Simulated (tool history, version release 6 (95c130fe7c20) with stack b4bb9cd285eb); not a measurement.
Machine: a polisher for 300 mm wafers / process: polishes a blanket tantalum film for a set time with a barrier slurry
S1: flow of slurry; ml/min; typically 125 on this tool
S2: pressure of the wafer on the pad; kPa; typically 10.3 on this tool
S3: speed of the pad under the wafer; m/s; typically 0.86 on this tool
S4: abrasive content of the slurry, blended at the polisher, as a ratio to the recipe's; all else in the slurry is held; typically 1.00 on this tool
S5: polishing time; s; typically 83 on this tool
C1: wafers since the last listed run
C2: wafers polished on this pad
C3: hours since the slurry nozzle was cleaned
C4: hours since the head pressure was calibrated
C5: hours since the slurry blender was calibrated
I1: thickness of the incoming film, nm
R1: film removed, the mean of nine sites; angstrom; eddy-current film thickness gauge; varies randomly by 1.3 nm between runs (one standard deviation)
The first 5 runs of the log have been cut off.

run     day   S1    S2    S3    S4   S5    C1    C2     C3     C4     C5     I1    R1
  6   7.238  125   8.3  0.86  1.00   83   291   796  542.4  279.7  272.0  482.2   808
  7   8.442  125  10.3  0.86  1.00   83   345  1142  571.3  308.6  300.9  476.7   874
  8   9.850  125  10.3  0.86  1.00   83   404  1546  605.1  342.4  334.7  476.4   864
     12.388  -- worn pad replaced by a new one
  9  14.138  125  10.3  0.86  1.00   83  1183   501  708.0  445.3  437.6  477.9   923
     14.329  -- slurry nozzle cleaned
 10  15.246  125  10.3  0.86  1.00   83   306   808   22.0  471.9  464.2  481.7   885
 11  15.779  155  10.3  0.86  1.00   83   153   961   34.8  484.7  477.0  474.3   947
 12  16.838  125   9.7  0.86  0.80   83   303  1264   60.2  510.1  502.4  483.6   795
     17.058  -- slurry blender recalibrated
 13  17.892  125  10.3  0.64  1.00   83   278  1543   85.5  535.4   20.0  477.4   641
 14  20.288   90  10.3  0.64  0.85   83   687  2231  143.0  592.9   77.5  477.3   553
     21.688  -- worn pad replaced by a new one, of another model than before
 15  21.708  125   7.6  1.02  0.70   83   360     5  177.1  627.0  111.6  476.8   826
 16  22.788  125  10.3  0.86  1.00   83   309   315  203.0  652.9  137.5  477.5   931
     23.946  -- head pressure recalibrated
 17  24.229  125   7.6  0.86  1.00   83   389   705  237.6    6.8  172.1  487.7   769
 18  25.433  125  10.3  0.86  1.00   83   345  1051  266.5   35.7  201.0  470.5   883
 19  26.012  125  10.3  0.86  1.00   83   166  1217  280.4   49.6  214.9  473.0   877
 20  27.483  165  10.3  0.94  1.00   83   422  1639  315.7   84.9  250.2  470.7  1015
 21  28.933  125  10.3  0.86  1.00   83   416  2056  350.5  119.7  285.0  482.3   842
 22  29.525  125   7.6  0.86  1.00   66   169  2226  364.7  133.9  299.2  481.0   580
     29.850  -- worn pad replaced by a new one
 23  32.475  125  10.3  0.86  1.00  106   799   754  435.5  204.7  370.0  477.5  1130
 24  33.033  125  10.3  0.68  1.00  105   160   914  448.9  218.1  383.4  475.2   968
 25  34.204  125  10.3  0.86  1.00   83   336  1250  477.0  246.2  411.5  476.7   888
 26  35.071  125  13.1  0.94  1.00   83   248  1499  497.8  267.0  432.3  478.1  1060
 27  35.829  125  10.3  0.76  1.00   91   217  1717  516.0  285.2  450.5  480.4   849
 28  36.862   85  10.3  0.86  1.00   83   296  2013  540.8  310.0  475.3  489.3   722
 29  37.417  150  10.3  1.00  1.00  104   159  2172  554.1  323.3  488.6  471.6  1266
     37.646  -- slurry blender recalibrated
     38.450  -- worn pad replaced by a new one
 30  38.471  100   9.0  0.86  1.00   83   230     5  579.4  348.6   19.8  478.8   762

Each row is a separate what-if for the run after 30, all from the same tool condition, not one after another. Results?
  A  38.488  145  10.3  0.86  1.00  83   4  10  579.8  349.0  20.2  478.4   ?
  B  38.488  125  13.1  0.86  1.30  83   4  10  579.8  349.0  20.2  478.4   ?
  C  38.488   90  11.7  0.66  1.10  83   4  10  579.8  349.0  20.2  478.4   ?
  D  38.488  145  10.3  0.86  0.70  83   4  10  579.8  349.0  20.2  478.4   ?

run    R1
  A   924
  B  1067
  C   683
  D   841
Had the tool no hidden state, the same runs would have come out as:
run    R1
  A   937
  B  1081
  C   692
  D   853
